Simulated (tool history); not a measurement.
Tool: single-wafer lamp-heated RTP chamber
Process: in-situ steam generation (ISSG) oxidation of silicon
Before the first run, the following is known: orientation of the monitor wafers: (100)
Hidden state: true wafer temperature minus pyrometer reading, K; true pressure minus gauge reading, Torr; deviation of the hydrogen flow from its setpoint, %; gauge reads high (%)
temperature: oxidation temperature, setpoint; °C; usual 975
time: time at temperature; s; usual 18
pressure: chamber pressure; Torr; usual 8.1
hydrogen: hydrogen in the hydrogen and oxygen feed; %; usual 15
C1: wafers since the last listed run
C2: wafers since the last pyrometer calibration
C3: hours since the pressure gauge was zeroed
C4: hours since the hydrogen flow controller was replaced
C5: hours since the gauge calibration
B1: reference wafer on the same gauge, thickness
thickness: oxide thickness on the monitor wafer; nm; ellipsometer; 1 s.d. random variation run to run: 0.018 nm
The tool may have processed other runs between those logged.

run 1 day=0 | temperature=971 time=18 pressure=8.1 hydrogen=15 | C1=0 C2=6526 C3=2247 C4=3983.6 C5=461.3 | B1=3.677 | thickness=4.574
-- day=0.45 gauge calibrated
run 2 day=0.779 | temperature=971 time=18 pressure=8.1 hydrogen=15 | C1=385 C2=6912 C3=2265.7 C4=4002.3 C5=7.9 | B1=3.678 | thickness=4.549
run 3 day=1.946 | temperature=975 time=18 pressure=8.1 hydrogen=15 | C1=577 C2=7489 C3=2293.7 C4=4030.3 C5=35.9 | B1=3.676 | thickness=4.64
run 4 day=3.275 | temperature=975 time=18 pressure=8.1 hydrogen=15 | C1=658 C2=8147 C3=2325.6 C4=4062.2 C5=67.8 | B1=3.679 | thickness=4.684
-- day=4.308 pyrometer window cleaned and pyrometer calibrated
run 5 day=4.329 | temperature=975 time=18 pressure=8.1 hydrogen=15 | C1=356 C2=11 C3=2350.9 C4=4087.5 C5=93.1 | B1=3.681 | thickness=4.505
run 6 day=5.342 | temperature=975 time=18 pressure=8.1 hydrogen=15 | C1=501 C2=512 C3=2375.2 C4=4111.8 C5=117.4 | B1=3.68 | thickness=4.504
run 7 day=6.412 | temperature=975 time=18 pressure=8.1 hydrogen=15 | C1=530 C2=1042 C3=2400.9 C4=4137.5 C5=143.1 | B1=3.679 | thickness=4.482
run 8 day=7.733 | temperature=975 time=18 pressure=8.1 hydrogen=15 | C1=654 C2=1696 C3=2432.6 C4=4169.2 C5=174.8 | B1=3.677 | thickness=4.57
run 9 day=8.508 | temperature=975 time=20 pressure=7.6 hydrogen=15 | C1=383 C2=2080 C3=2451.2 C4=4187.8 C5=193.4 | B1=3.681 | thickness=4.736
-- day=9.017 hydrogen flow controller replaced
run 10 day=9.217 | temperature=975 time=20 pressure=7.6 hydrogen=15 | C1=185 C2=2266 C3=2468.2 C4=4.8 C5=210.4 | B1=3.679 | thickness=4.756
run 11 day=10.079 | temperature=975 time=20 pressure=7.6 hydrogen=15 | C1=427 C2=2693 C3=2488.9 C4=25.5 C5=231.1 | B1=3.679 | thickness=4.749
run 12 day=11.133 | temperature=975 time=18 pressure=8.1 hydrogen=15 | C1=521 C2=3215 C3=2514.2 C4=50.8 C5=256.4 | B1=3.681 | thickness=4.568
run 13 day=12.604 | temperature=975 time=18 pressure=8.1 hydrogen=15 | C1=728 C2=3943 C3=2549.5 C4=86.1 C5=291.7 | B1=3.683 | thickness=4.568
run 14 day=13.158 | temperature=975 time=13 pressure=6.9 hydrogen=15 | C1=274 C2=4217 C3=2562.8 C4=99.4 C5=305 | B1=3.677 | thickness=3.933
run 15 day=14.638 | temperature=965 time=25 pressure=7 hydrogen=20 | C1=732 C2=4950 C3=2598.3 C4=134.9 C5=340.5 | B1=3.681 | thickness=5.437
run 16 day=15.221 | temperature=956 time=18 pressure=8.1 hydrogen=15 | C1=288 C2=5239 C3=2612.3 C4=148.9 C5=354.5 | B1=3.68 | thickness=4.297
run 17 day=15.946 | temperature=982 time=23 pressure=7 hydrogen=19 | C1=358 C2=5598 C3=2629.7 C4=166.3 C5=371.9 | B1=3.683 | thickness=5.574
-- day=16.562 pressure gauge zeroed
run 18 day=17.867 | temperature=975 time=18 pressure=8.1 hydrogen=15 | C1=786 C2=6384 C3=31.3 C4=212.4 C5=418 | B1=3.685 | thickness=4.646
-- day=18.921 pyrometer window cleaned and pyrometer calibrated
run 19 day=18.942 | temperature=975 time=18 pressure=8.1 hydrogen=15 | C1=367 C2=11 C3=57.1 C4=238.2 C5=443.8 | B1=3.679 | thickness=4.491
run 20 day=19.529 | temperature=975 time=18 pressure=8.1 hydrogen=12 | C1=290 C2=302 C3=71.2 C4=252.3 C5=457.9 | B1=3.678 | thickness=4.313
-- day=20.038 gauge calibrated
run 21 day=20.958 | temperature=975 time=18 pressure=6.9 hydrogen=22 | C1=707 C2=1009 C3=105.5 C4=286.6 C5=22.1 | B1=3.678 | thickness=4.924
run 22 day=22.104 | temperature=975 time=18 pressure=8.1 hydrogen=15 | C1=567 C2=1577 C3=133 C4=314.1 C5=49.6 | B1=3.683 | thickness=4.531
run 23 day=23.171 | temperature=975 time=18 pressure=8.6 hydrogen=11 | C1=528 C2=2105 C3=158.6 C4=339.7 C5=75.2 | B1=3.678 | thickness=4.259
run 24 day=24.646 | temperature=965 time=18 pressure=8.5 hydrogen=15 | C1=730 C2=2835 C3=194 C4=375.1 C5=110.6 | B1=3.682 | thickness=4.414
run 25 day=25.175 | temperature=975 time=18 pressure=8.1 hydrogen=11 | C1=262 C2=3097 C3=206.7 C4=387.8 C5=123.3 | B1=3.685 | thickness=4.267
run 26 day=26.396 | temperature=989 time=11 pressure=8.9 hydrogen=25 | C1=604 C2=3702 C3=236 C4=417.1 C5=152.6 | B1=3.68 | thickness=4.352

Here are 5 independent what-if runs from the current tool condition. What would each one return?
run A day=26.412 | temperature=975 time=18 pressure=9.2 hydrogen=15 | C1=8 C2=3710 C3=236.4 C4=417.5 C5=153 | B1=? | thickness=?
run B day=26.412 | temperature=980 time=25 pressure=6.9 hydrogen=15 | C1=8 C2=3710 C3=236.4 C4=417.5 C5=153 | B1=? | thickness=?
run C day=26.412 | temperature=962 time=18 pressure=7 hydrogen=15 | C1=8 C2=3710 C3=236.4 C4=417.5 C5=153 | B1=? | thickness=?
run D day=26.412 | temperature=975 time=22 pressure=8.1 hydrogen=15 | C1=8 C2=3710 C3=236.4 C4=417.5 C5=153 | B1=? | thickness=?
run E day=26.412 | temperature=981 time=14 pressure=6.9 hydrogen=11 | C1=8 C2=3710 C3=236.4 C4=417.5 C5=153 | B1=? | thickness=?

run=A B1=3.679 thickness=4.557
run=B B1=3.679 thickness=5.392
run=C B1=3.679 thickness=4.363
run=D B1=3.679 thickness=5.021
run=E B1=3.679 thickness=3.87
With no hidden state in the tool, these same runs would have given:
run=A thickness=4.467
run=B thickness=5.27
run=C thickness=4.283
run=D thickness=4.915
run=E thickness=3.797

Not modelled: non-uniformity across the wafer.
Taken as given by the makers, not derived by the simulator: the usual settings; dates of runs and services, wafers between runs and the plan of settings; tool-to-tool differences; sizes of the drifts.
